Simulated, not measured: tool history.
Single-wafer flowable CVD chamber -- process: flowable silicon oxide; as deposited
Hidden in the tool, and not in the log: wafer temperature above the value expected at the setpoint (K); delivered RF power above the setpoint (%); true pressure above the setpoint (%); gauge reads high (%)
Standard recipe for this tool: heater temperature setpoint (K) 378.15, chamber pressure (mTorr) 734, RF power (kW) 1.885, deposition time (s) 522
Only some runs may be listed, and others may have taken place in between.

run	hour	heater temperature setpoint (K)	chamber pressure (mTorr)	RF power (kW)	deposition time (s)	wafers since the last listed run	hours since the last thermocouple change	hours since the last RF generator calibration	hours since the last manometer calibration	hours since the showerhead was replaced	hours since the gauge calibration	read-back reference wafer on the same gauge, thickness_nm	mean film thickness on the monitor wafer (Å)
1	0	378.15	734	1.885	522	0	1689.4	744.1	1350.8	1704.9	367.2	244.177	2398.33
2	28.7	378.15	734	1.885	522	122	1718.1	772.8	1379.5	1733.6	395.9	244.043	2404.08
3	58.6	378.15	734	1.885	522	127	1748	802.7	1409.4	1763.5	425.8	244.178	2395.98
4	82.5	378.15	734	1.885	522	101	1771.9	826.6	1433.3	1787.4	449.7	243.839	2411.42
5	111.6	378.15	734	1.885	522	124	1801	855.7	1462.4	1816.5	478.8	243.918	2420.02
6	144.8	378.15	734	1.885	522	141	1834.2	888.9	1495.6	1849.7	512	243.868	2412.2
7	171.2	378.15	734	1.885	522	112	1860.6	915.3	1522	1876.1	538.4	244.175	2408.08
8	195.1	375.15	734	1.885	522	101	1884.5	939.2	1545.9	1900	562.3	243.995	2704.58
9	221	378.15	857	1.885	522	110	1910.4	965.1	1571.8	1925.9	588.2	243.855	2806.51
10	236.4	378.15	857	1.885	522	65	1925.8	980.5	1587.2	1941.3	603.6	243.944	2814.66
11	258.5	378.15	734	1.885	522	94	1947.9	1002.6	1609.3	1963.4	625.7	243.757	2409.91
12	290.4	378.15	734	1.885	522	135	1979.8	1034.5	1641.2	1995.3	657.6	243.876	2406.39
13	306.8	374.15	592	1.885	522	69	1996.2	1050.9	1657.6	2011.7	674	244.056	2273.87
# hour 316: RF generator calibrated
14	322.1	374.15	592	1.885	522	31	2011.5	6.1	1672.9	2027	689.3	244.137	2280.04
# hour 334.7: gauge calibrated
15	347.3	378.15	794	1.885	522	107	2036.7	31.3	1698.1	2052.2	12.6	244.063	2608.05
16	362.3	369.15	734	2.01	522	63	2051.7	46.3	1713.1	2067.2	27.6	244.113	3436.54
17	386.5	378.15	734	1.885	597	103	2075.9	70.5	1737.3	2091.4	51.8	243.957	2750.83
# hour 397.9: capacitance manometer re-zeroed and calibrated
18	415.8	387.15	839	1.765	612	90	2105.2	99.8	17.9	2120.7	81.1	244.089	2298.77
19	449.5	378.15	734	1.55	434	143	2138.9	133.5	51.6	2154.4	114.8	243.912	1923.89
20	467.3	378.15	635	1.78	580	75	2156.7	151.3	69.4	2172.2	132.6	243.959	2302.22
21	486.4	378.15	861	1.885	560	81	2175.8	170.4	88.5	2191.3	151.7	244.084	3050.23
22	502.3	378.15	734	2.2	522	67	2191.7	186.3	104.4	2207.2	167.6	244.159	2479.67
# hour 512.3: showerhead replaced
# hour 530.6: thermocouple changed; heater temperature recalibrated
23	531.1	386.15	734	1.61	522	54	0.5	215.1	133.2	18.8	196.4	244.021	1732.65
24	561.3	378.15	734	1.885	608	128	30.7	245.3	163.4	49	226.6	244.1	2801.77
25	593.1	378.15	734	1.885	522	135	62.5	277.1	195.2	80.8	258.4	243.901	2398.4
26	622.6	364.15	734	1.885	522	125	92	306.6	224.7	110.3	287.9	244.036	4068.53
27	645.7	378.15	734	1.885	522	98	115.1	329.7	247.8	133.4	311	244.028	2399.25
28	752.4	378.15	734	1.885	522	454	221.8	436.4	354.5	240.1	417.7	243.978	2416.67

What differs in the tool's unlogged condition from the final listed run ahead of each entry between runs to the first listed run following it?
Runs 13 to 14: RF generator calibrated (hour 316)
  nothing in the hidden state changes from one run to the other
Runs 14 to 15: gauge calibrated (hour 334.7)
  nothing in the hidden state changes from one run to the other
Runs 17 to 18: capacitance manometer re-zeroed and calibrated (hour 397.9)
  nothing in the hidden state changes from one run to the other
Runs 22 to 23: showerhead replaced (hour 512.3); thermocouple changed; heater temperature recalibrated (hour 530.6)
  nothing in the hidden state changes from one run to the other

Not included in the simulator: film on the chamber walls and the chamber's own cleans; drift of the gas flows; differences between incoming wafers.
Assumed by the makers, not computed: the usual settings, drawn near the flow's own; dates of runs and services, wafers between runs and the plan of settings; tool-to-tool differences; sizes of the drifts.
